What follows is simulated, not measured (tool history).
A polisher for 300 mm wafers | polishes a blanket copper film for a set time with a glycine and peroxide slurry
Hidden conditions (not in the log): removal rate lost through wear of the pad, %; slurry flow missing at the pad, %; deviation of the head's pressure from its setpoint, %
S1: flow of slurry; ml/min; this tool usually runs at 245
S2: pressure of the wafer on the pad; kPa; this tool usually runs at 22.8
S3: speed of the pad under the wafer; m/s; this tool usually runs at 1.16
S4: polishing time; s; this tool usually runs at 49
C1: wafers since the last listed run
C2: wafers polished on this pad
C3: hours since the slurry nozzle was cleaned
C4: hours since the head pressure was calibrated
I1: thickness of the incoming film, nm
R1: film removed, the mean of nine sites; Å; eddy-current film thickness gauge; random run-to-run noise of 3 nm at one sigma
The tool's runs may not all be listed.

run	hour	S1	S2	S3	S4	C1	C2	C3	C4	I1	R1
1	0.0	245	22.8	1.16	49	0	3707	58.4	837.0	1003.7	3397
2	50.2	245	22.8	1.16	36	521	4229	108.6	887.2	987.7	2494
# hour 86.1: head pressure recalibrated
3	153.9	245	22.8	1.16	36	1057	5286	212.3	67.8	1015.8	2657
4	225.6	245	22.8	1.16	36	745	6031	284.0	139.5	1010.9	2586
5	287.7	195	22.8	1.16	49	645	6677	346.1	201.6	999.1	3398
# hour 317.6: worn pad replaced by a new one
6	328.9	195	22.8	1.16	49	386	117	387.3	242.8	990.0	3341
7	422.2	245	22.8	1.16	49	969	1087	480.6	336.1	985.5	3503
8	497.4	245	22.8	1.16	49	781	1869	555.8	411.3	997.1	3414
9	536.6	245	22.8	1.16	49	407	2276	595.0	450.5	995.1	3421
10	599.5	300	22.8	1.16	49	653	2930	657.9	513.4	1003.5	3520
11	647.2	300	22.8	1.16	49	495	3426	705.6	561.1	1001.1	3478
# hour 660.7: slurry nozzle cleaned
12	704.6	245	22.8	1.16	49	586	4013	43.9	618.5	999.1	3426
13	781.2	245	22.8	1.16	49	796	4809	120.5	695.1	981.8	3361
14	835.7	245	22.8	1.16	49	566	5376	175.0	749.6	1014.8	3374
15	894.6	200	22.8	1.40	58	612	5988	233.9	808.5	1015.7	4524
16	970.9	170	22.8	0.90	49	793	6781	310.2	884.8	1009.1	2589
# hour 1008.7: worn pad replaced by a new one
# hour 1028.2: head pressure recalibrated
17	1062.3	245	22.8	1.16	63	887	535	401.6	34.1	1010.3	4616
18	1134.5	320	19.3	1.38	53	750	1286	473.8	106.3	987.6	3998
19	1178.9	245	22.8	0.78	39	461	1748	518.2	150.7	1004.6	1995
20	1266.8	245	22.8	1.16	49	913	2661	606.1	238.6	994.9	3472
# hour 1513.9: slurry nozzle cleaned
21	1538.4	245	22.8	1.16	49	2813	5475	24.5	510.2	992.8	3394
22	1587.8	245	22.8	1.16	42	513	5988	73.9	559.6	999.3	2870
23	1677.1	245	20.0	1.16	41	928	6917	163.2	648.9	1003.9	2533
# hour 1709.3: worn pad replaced by a new one
24	1760.4	190	17.9	0.84	37	824	530	246.5	732.2	1011.1	1553
25	1799.4	290	15.2	0.96	39	405	936	285.5	771.2	1001.9	1703
26	1845.5	275	27.6	1.16	49	479	1415	331.6	817.3	988.9	4036
27	1950.1	245	22.8	1.16	49	1087	2503	436.2	921.9	1015.8	3367
28	1994.5	295	22.8	1.00	49	461	2964	480.6	966.3	994.7	3026
# hour 2018.3: head pressure recalibrated
29	2178.9	200	26.9	1.54	49	1896	4860	665.0	160.6	1009.0	5216
# hour 2322.6: slurry nozzle cleaned
30	2325.7	325	27.6	1.38	60	1515	6376	3.1	307.4	995.6	6094
# hour 2395.9: worn pad replaced by a new one
31	2396.6	245	22.8	1.16	49	695	7	74.0	378.3	1008.8	3442
32	2493.7	245	22.8	1.16	49	1009	1016	171.1	475.4	1010.7	3450
33	2578.9	160	22.8	1.16	49	885	1902	256.3	560.6	1005.6	3203
34	2868.9	245	22.8	1.16	49	3014	4917	546.3	850.6	995.2	3377
35	2917.1	245	22.8	1.16	49	501	5418	594.5	898.8	1001.0	3448
# hour 2969.6: head pressure recalibrated
36	2970.5	245	15.2	1.54	54	534	5952	647.9	0.9	988.0	3690
37	3050.5	245	22.8	0.92	35	831	6784	727.9	80.9	983.4	2130
# hour 3098.1: worn pad replaced by a new one
38	3122.7	245	22.8	0.80	41	709	255	800.1	153.1	993.6	2202

Alternative continuations, all from the tool just after run 38; predict every row:
A	3123.1	245	22.8	1.16	49	4	259	800.5	153.5	997.0	?
B	3123.1	315	19.3	1.16	49	4	259	800.5	153.5	997.0	?
C	3123.1	215	15.9	1.00	42	4	259	800.5	153.5	997.0	?

run	R1
A	3610
B	3224
C	2000
Take away the tool's hidden state, keep each run's random variation, and the runs would have read:
run	R1
A	3771
B	3364
C	2081
